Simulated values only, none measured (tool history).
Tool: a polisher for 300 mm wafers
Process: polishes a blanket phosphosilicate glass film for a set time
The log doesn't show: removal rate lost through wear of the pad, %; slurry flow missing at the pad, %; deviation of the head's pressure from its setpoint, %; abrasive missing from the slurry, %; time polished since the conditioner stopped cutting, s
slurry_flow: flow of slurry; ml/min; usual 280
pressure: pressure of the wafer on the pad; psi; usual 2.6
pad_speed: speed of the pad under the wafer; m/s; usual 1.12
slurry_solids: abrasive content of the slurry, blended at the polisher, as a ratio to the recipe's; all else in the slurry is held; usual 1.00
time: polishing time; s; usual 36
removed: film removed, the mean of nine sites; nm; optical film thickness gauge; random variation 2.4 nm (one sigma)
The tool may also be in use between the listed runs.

run    hour  slurry_flow  pressure  pad_speed  slurry_solids  time  wafers since the last listed run  wafers polished on this pad  hours since the slurry nozzle was cleaned  hours since the head pressure was calibrated  hours since the slurry blender was calibrated  hours since the conditioning disc was replaced  incoming thickness of the incoming film, nm  removed
  1     0.0          280       2.6       1.12           1.00    36                                 0                         3674                                       79.9                                         378.3                                          311.1                                           143.7                                       2612.7    245.0
        7.2  -- worn pad replaced by a new one
  2    47.6          280       2.6       1.12           1.00    36                               372                          345                                      127.5                                         425.9                                          358.7                                           191.3                                       2554.4    243.0
       68.6  -- slurry blender recalibrated
  3   102.8          280       2.6       1.12           1.00    39                               454                          799                                      182.7                                         481.1                                           34.2                                           246.5                                       2553.0    272.0
  4   144.7          280       2.6       1.12           1.00    39                               358                         1157                                      224.6                                         523.0                                           76.1                                           288.4                                       2539.3    267.8
  5   185.9          280       2.6       1.12           1.00    36                               352                         1510                                      265.8                                         564.2                                          117.3                                           329.6                                       2560.4    244.3
  6   224.8          280       2.6       1.12           1.00    36                               332                         1842                                      304.7                                         603.1                                          156.2                                           368.5                                       2574.8    249.4
  7   250.9          215       1.8       1.46           1.00    31                               223                         2065                                      330.8                                         629.2                                          182.3                                           394.6                                       2592.4    165.0
      264.3  -- slurry nozzle cleaned
  8   284.1          280       2.6       1.12           1.15    36                               275                         2340                                       19.8                                         662.4                                          215.5                                           427.8                                       2588.2    271.1
      292.3  -- conditioning disc replaced and pad reconditioned
      292.7  -- head pressure recalibrated
      350.8  -- worn pad replaced by a new one
  9   449.5          280       2.6       1.12           1.00    36                              1358                          843                                      185.2                                         156.8                                          380.9                                           157.2                                       2552.4    241.4
      507.9  -- slurry blender recalibrated
 10   510.9          240       1.9       1.12           1.30    44                               507                         1351                                      246.6                                         218.2                                            3.0                                           218.6                                       2556.1    263.7
 11   630.3          280       2.6       1.12           1.00    36                              1020                         2372                                      366.0                                         337.6                                          122.4                                           338.0                                       2595.6    249.3
 12   699.0          280       2.6       1.28           1.00    36                               587                         2959                                      434.7                                         406.3                                          191.1                                           406.7                                       2556.8    266.6
      701.6  -- slurry nozzle cleaned
      705.0  -- conditioning disc replaced and pad reconditioned
 13   737.6          280       2.6       1.12           1.00    36                               304                         3263                                       36.0                                         444.9                                          229.7                                            32.6                                       2508.7    246.9
      768.5  -- worn pad replaced by a new one
 14   804.1          310       2.6       1.12           1.15    36                               534                          304                                      102.5                                         511.4                                          296.2                                            99.1                                       2568.3    272.3
 15   829.8          205       2.1       1.12           1.00    36                               219                          523                                      128.2                                         537.1                                          321.9                                           124.8                                       2603.3    184.9
 16   868.5          280       2.6       1.12           1.00    36                               330                          854                                      166.9                                         575.8                                          360.6                                           163.5                                       2570.9    238.3
 17   936.5          220       2.6       1.12           1.00    43                               581                         1435                                      234.9                                         643.8                                          428.6                                           231.5                                       2578.6    277.9
      943.7  -- head pressure recalibrated
      953.5  -- slurry blender recalibrated
 18   995.9          330       3.0       1.12           1.00    36                               473                         1909                                      294.3                                          52.2                                           42.4                                           290.9                                       2567.3    295.3
 19  1057.0          280       2.0       0.94           1.00    36                               522                         2431                                      355.4                                         113.3                                          103.5                                           352.0                                       2578.5    178.5
     1065.9  -- slurry nozzle cleaned
     1102.9  -- conditioning disc replaced and pad reconditioned
     1129.5  -- worn pad replaced by a new one
 20  1210.9          305       2.1       1.12           1.00    28                              1255                          695                                      145.0                                         267.2                                          257.4                                           108.0                                       2596.6    155.8
 21  1237.9          280       2.6       1.12           1.00    36                               230                          926                                      172.0                                         294.2                                          284.4                                           135.0                                       2564.5    247.0
 22  1270.7          205       2.6       0.74           1.00    36                               280                         1206                                      204.8                                         327.0                                          317.2                                           167.8                                       2559.4    193.5
 23  1324.9          280       2.6       1.12           1.00    36                               463                         1670                                      259.0                                         381.2                                          371.4                                           222.0                                       2579.6    241.4
 24  1356.3          210       2.6       1.12           1.10    36                               268                         1938                                      290.4                                         412.6                                          402.8                                           253.4                                       2555.7    248.6

5 ways to go on from here, each from the tool as it stands after run 24. What would each give?
  A  1356.7          280       2.6       1.12           0.80    36                                 3                         1942                                      290.8                                         413.0                                          403.2                                           253.8                                       2590.7        ?
  B  1356.7          360       3.4       1.12           1.00    36                                 3                         1942                                      290.8                                         413.0                                          403.2                                           253.8                                       2590.7        ?
  C  1356.7          305       2.6       1.12           1.00    48                                 3                         1942                                      290.8                                         413.0                                          403.2                                           253.8                                       2590.7        ?
  D  1356.7          280       2.6       0.98           1.00    36                                 3                         1942                                      290.8                                         413.0                                          403.2                                           253.8                                       2590.7        ?
  E  1356.7          345       2.2       0.94           1.00    29                                 3                         1942                                      290.8                                         413.0                                          403.2                                           253.8                                       2590.7        ?

run  removed
  A    194.2
  B    324.3
  C    325.9
  D    227.6
  E    155.3
Without the tool's hidden state the same runs would have given:
run  removed
  A    206.0
  B    340.3
  C    342.0
  D    238.9
  E    163.0

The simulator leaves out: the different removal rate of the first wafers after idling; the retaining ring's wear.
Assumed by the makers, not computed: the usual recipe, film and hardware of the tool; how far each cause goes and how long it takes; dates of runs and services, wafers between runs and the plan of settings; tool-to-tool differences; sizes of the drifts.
